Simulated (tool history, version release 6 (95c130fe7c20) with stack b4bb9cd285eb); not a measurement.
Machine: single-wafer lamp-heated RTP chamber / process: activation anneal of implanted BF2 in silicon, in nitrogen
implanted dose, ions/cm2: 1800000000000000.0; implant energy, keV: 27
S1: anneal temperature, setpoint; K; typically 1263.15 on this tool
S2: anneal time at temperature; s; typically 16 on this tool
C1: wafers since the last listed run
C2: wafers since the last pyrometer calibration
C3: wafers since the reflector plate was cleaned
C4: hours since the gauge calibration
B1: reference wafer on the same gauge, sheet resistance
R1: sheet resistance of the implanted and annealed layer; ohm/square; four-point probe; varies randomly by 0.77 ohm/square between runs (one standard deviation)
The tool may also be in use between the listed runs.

run	hour	S1	S2	C1	C2	C3	C4	B1	R1
1	0	1271.15	16	0	5246	2746	776.5	135.87	149.46
2	58.1	1271.15	16	556	5802	3302	834.6	135.99	149.03
3	153.4	1271.15	16	912	6714	4215	929.9	136.12	146.5
4	227.3	1263.15	16	707	7421	4922	1003.8	135.93	154.08
5	264.8	1263.15	16	358	7780	5281	1041.3	135.97	154.47
6	323.2	1263.15	16	559	8339	5840	1099.7	135.97	152.8
# hour 364: pyrometer window cleaned and pyrometer calibrated
7	386.5	1263.15	16	529	214	6369	1163	135.94	161.43
# hour 395.9: gauge calibrated
8	440.7	1263.15	16	518	733	6888	44.8	135.87	159.07
9	507.5	1292.15	24	639	1373	7527	111.6	135.96	121.13
10	548.9	1263.15	16	396	1769	7924	153	136.15	155.51
11	609.2	1292.15	9	577	2346	8501	213.3	136.02	137.76
# hour 617.3: reflector plate cleaned
12	681.5	1286.15	19	615	2962	614	285.6	136.09	135.17
13	723.3	1278.15	23	400	3362	1014	327.4	135.87	138.11
14	764.8	1263.15	16	397	3759	1411	368.9	136.08	161.75
15	866.8	1254.15	7	976	4735	2387	470.9	136.06	184.18
16	916.4	1263.15	16	474	5210	2862	520.5	136.1	158.94
17	1014.6	1246.15	22	939	6150	3802	618.7	136.06	172.45

Forecast each of these 3 alternatives for the next run:
A	1015	1263.15	16	3	6154	3806	619.1	?	?
B	1015	1234.15	14	3	6154	3806	619.1	?	?
C	1015	1255.15	25	3	6154	3806	619.1	?	?

run	B1	R1
A	136.15	155.53
B	136.15	193.6
C	136.15	155.81
What these runs would have given with no unlogged condition in the tool:
run	R1
A	165.52
B	205.14
C	166.71

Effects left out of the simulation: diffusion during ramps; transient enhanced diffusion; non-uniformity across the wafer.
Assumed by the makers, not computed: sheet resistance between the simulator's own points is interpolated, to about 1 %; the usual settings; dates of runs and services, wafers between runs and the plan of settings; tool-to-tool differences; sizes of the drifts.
